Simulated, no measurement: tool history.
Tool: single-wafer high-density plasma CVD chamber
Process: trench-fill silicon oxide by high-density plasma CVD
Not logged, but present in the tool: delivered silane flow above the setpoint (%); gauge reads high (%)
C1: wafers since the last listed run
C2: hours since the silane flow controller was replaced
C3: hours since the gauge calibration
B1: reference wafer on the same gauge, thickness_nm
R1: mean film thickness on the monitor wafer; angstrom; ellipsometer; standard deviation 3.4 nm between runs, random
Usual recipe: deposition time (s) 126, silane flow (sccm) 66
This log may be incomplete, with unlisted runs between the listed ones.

run 1 hour=0.0 | deposition_time_(s)=126 silane_flow_(sccm)=56 | C1=0 C2=2447.6 C3=482.8 | B1=863.319 | R1=8446.33
run 2 hour=87.8 | deposition_time_(s)=126 silane_flow_(sccm)=56 | C1=923 C2=2535.4 C3=570.6 | B1=863.166 | R1=8518.02
run 3 hour=150.1 | deposition_time_(s)=126 silane_flow_(sccm)=56 | C1=655 C2=2597.7 C3=632.9 | B1=863.608 | R1=8511.10
run 4 hour=252.8 | deposition_time_(s)=126 silane_flow_(sccm)=66 | C1=1080 C2=2700.4 C3=735.6 | B1=862.075 | R1=9582.56
run 5 hour=341.6 | deposition_time_(s)=126 silane_flow_(sccm)=66 | C1=934 C2=2789.2 C3=824.4 | B1=861.955 | R1=9614.66
run 6 hour=387.3 | deposition_time_(s)=126 silane_flow_(sccm)=66 | C1=480 C2=2834.9 C3=870.1 | B1=862.469 | R1=9634.35
run 7 hour=473.1 | deposition_time_(s)=126 silane_flow_(sccm)=66 | C1=902 C2=2920.7 C3=955.9 | B1=862.640 | R1=9658.29
run 8 hour=558.4 | deposition_time_(s)=126 silane_flow_(sccm)=66 | C1=897 C2=3006.0 C3=1041.2 | B1=862.708 | R1=9681.03
run 9 hour=626.9 | deposition_time_(s)=126 silane_flow_(sccm)=73 | C1=720 C2=3074.5 C3=1109.7 | B1=862.883 | R1=10420.61
run 10 hour=685.7 | deposition_time_(s)=126 silane_flow_(sccm)=73 | C1=618 C2=3133.3 C3=1168.5 | B1=862.432 | R1=10398.15
run 11 hour=778.2 | deposition_time_(s)=126 silane_flow_(sccm)=66 | C1=973 C2=3225.8 C3=1261.0 | B1=862.939 | R1=9750.63
-- hour=957.1 gauge calibrated
run 12 hour=1088.5 | deposition_time_(s)=126 silane_flow_(sccm)=66 | C1=3264 C2=3536.1 C3=131.4 | B1=863.164 | R1=9716.19
run 13 hour=1164.0 | deposition_time_(s)=126 silane_flow_(sccm)=66 | C1=794 C2=3611.6 C3=206.9 | B1=862.502 | R1=9771.80
run 14 hour=1267.1 | deposition_time_(s)=126 silane_flow_(sccm)=73 | C1=1084 C2=3714.7 C3=310.0 | B1=863.225 | R1=10489.03
run 15 hour=1355.0 | deposition_time_(s)=126 silane_flow_(sccm)=66 | C1=924 C2=3802.6 C3=397.9 | B1=863.034 | R1=9766.41
run 16 hour=1423.2 | deposition_time_(s)=126 silane_flow_(sccm)=66 | C1=717 C2=3870.8 C3=466.1 | B1=862.857 | R1=9787.96
run 17 hour=1480.4 | deposition_time_(s)=103 silane_flow_(sccm)=79 | C1=601 C2=3928.0 C3=523.3 | B1=863.285 | R1=9121.81
run 18 hour=1543.3 | deposition_time_(s)=116 silane_flow_(sccm)=77 | C1=661 C2=3990.9 C3=586.2 | B1=861.899 | R1=10120.18
run 19 hour=1618.8 | deposition_time_(s)=126 silane_flow_(sccm)=60 | C1=794 C2=4066.4 C3=661.7 | B1=863.124 | R1=9167.34
-- hour=1628.8 silane flow controller replaced
run 20 hour=1715.0 | deposition_time_(s)=126 silane_flow_(sccm)=71 | C1=927 C2=86.2 C3=757.9 | B1=863.577 | R1=9898.75
run 21 hour=1765.9 | deposition_time_(s)=119 silane_flow_(sccm)=54 | C1=535 C2=137.1 C3=808.8 | B1=863.759 | R1=7713.54
run 22 hour=1839.4 | deposition_time_(s)=126 silane_flow_(sccm)=54 | C1=773 C2=210.6 C3=882.3 | B1=863.065 | R1=8130.28
run 23 hour=1954.2 | deposition_time_(s)=149 silane_flow_(sccm)=72 | C1=1207 C2=325.4 C3=997.1 | B1=863.433 | R1=11856.25
run 24 hour=2048.0 | deposition_time_(s)=126 silane_flow_(sccm)=66 | C1=986 C2=419.2 C3=1090.9 | B1=863.732 | R1=9377.96
run 25 hour=2090.6 | deposition_time_(s)=111 silane_flow_(sccm)=56 | C1=448 C2=461.8 C3=1133.5 | B1=862.892 | R1=7393.49
run 26 hour=2139.1 | deposition_time_(s)=103 silane_flow_(sccm)=66 | C1=510 C2=510.3 C3=1182.0 | B1=862.442 | R1=7716.06
run 27 hour=2181.3 | deposition_time_(s)=151 silane_flow_(sccm)=70 | C1=443 C2=552.5 C3=1224.2 | B1=864.214 | R1=11806.27

For each entry between runs, how does the tool's hidden state at the last listed run before it compare with that at the first listed run after it?
After run 11, before run 12: gauge calibrated (hour 957.1)
  delivered silane flow above the setpoint (%): 3.3 -> 3.91
  difference, measured minus the result without the unlogged condition, R1: +231.74 -> +272.50 angstrom
After run 19, before run 20: silane flow controller replaced (hour 1628.8)
  delivered silane flow above the setpoint (%): 5.08 -> -0.556
  difference, measured minus the result without the unlogged condition, R1: +331.52 -> -40.80 angstrom
